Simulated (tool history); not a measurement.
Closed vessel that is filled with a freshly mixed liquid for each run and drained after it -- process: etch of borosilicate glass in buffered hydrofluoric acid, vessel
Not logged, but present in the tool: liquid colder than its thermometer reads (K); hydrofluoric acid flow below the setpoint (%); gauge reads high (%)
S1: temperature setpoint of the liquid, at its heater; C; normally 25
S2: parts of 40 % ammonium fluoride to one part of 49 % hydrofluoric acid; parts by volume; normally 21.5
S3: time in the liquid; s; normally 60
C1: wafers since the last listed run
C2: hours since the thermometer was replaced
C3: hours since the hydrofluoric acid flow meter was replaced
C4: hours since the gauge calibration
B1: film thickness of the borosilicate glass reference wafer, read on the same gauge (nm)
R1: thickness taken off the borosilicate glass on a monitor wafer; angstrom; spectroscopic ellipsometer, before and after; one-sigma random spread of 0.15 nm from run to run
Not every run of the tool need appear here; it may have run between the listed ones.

run	hour	S1	S2	S3	C1	C2	C3	C4	B1	R1
1	0	25	21.5	60	0	850.1	182.2	969.8	100.02	378
# hour 69.2: thermometer replaced
# hour 81.5: gauge calibrated
2	199.7	25	17.5	60	16164	130.5	381.9	118.2	100.03	458.5
3	298.5	25	17.5	60	8037	229.3	480.7	217	100	451.9
4	358.2	25	17.5	60	4856	289	540.4	276.7	100	454.6
5	432.7	25	21.5	60	6060	363.5	614.9	351.2	99.97	379
6	491.6	25	21.5	60	4791	422.4	673.8	410.1	99.98	374.9
7	564.7	25	21.5	60	5946	495.5	746.9	483.2	100.02	374.3
8	659.6	25	21.5	60	7720	590.4	841.8	578.1	100	372.8
9	744.4	25	21.5	60	6898	675.2	926.6	662.9	99.99	372.2
10	788.5	21.5	21.5	60	3587	719.3	970.7	707	100.02	305.4
# hour 986.8: thermometer replaced
11	1043	25	21.5	80	20622	56.2	1225.2	961.5	100	503.7
12	1131.6	25	21.5	60	7207	144.8	1313.8	1050.1	100	373.4
13	1177.2	27.5	14.5	30	3709	190.4	1359.4	1095.7	99.98	301.7
# hour 1182: gauge calibrated
14	1272.2	23.5	18.5	85	7728	285.4	1454.4	90.2	99.99	537.3
# hour 1279: hydrofluoric acid flow meter replaced
15	1344.8	25	21.5	60	5824	358	65.8	162.8	100.01	378.9
16	1403.6	25	17	60	4783	416.8	124.6	221.6	100	467.9
17	1467.7	29.5	25	30	5214	480.9	188.7	285.7	100.01	215.1
18	1552.6	25	15	30	6906	565.8	273.6	370.6	100.01	261.5
19	1611.5	21	25	95	4791	624.7	332.5	429.5	100.01	429.9
20	1715.3	26.5	14.5	40	8444	728.5	436.3	533.3	100	384.1

For each run, the measured value with the value that run would have given without the tool's hidden condition subtracted. The run-to-run variation is shared by both, the gauge scatter possibly not:
run	R1
1	-13.7
2	-9.9
3	-12.9
4	-14.8
5	-11.5
6	-12.6
7	-14.3
8	-16.3
9	-18.1
10	-16
11	-19.1
12	-16.2
13	-19.1
14	-37.8
15	-8.8
16	-14.8
17	-6.4
18	-11
19	-16.9
20	-20.6
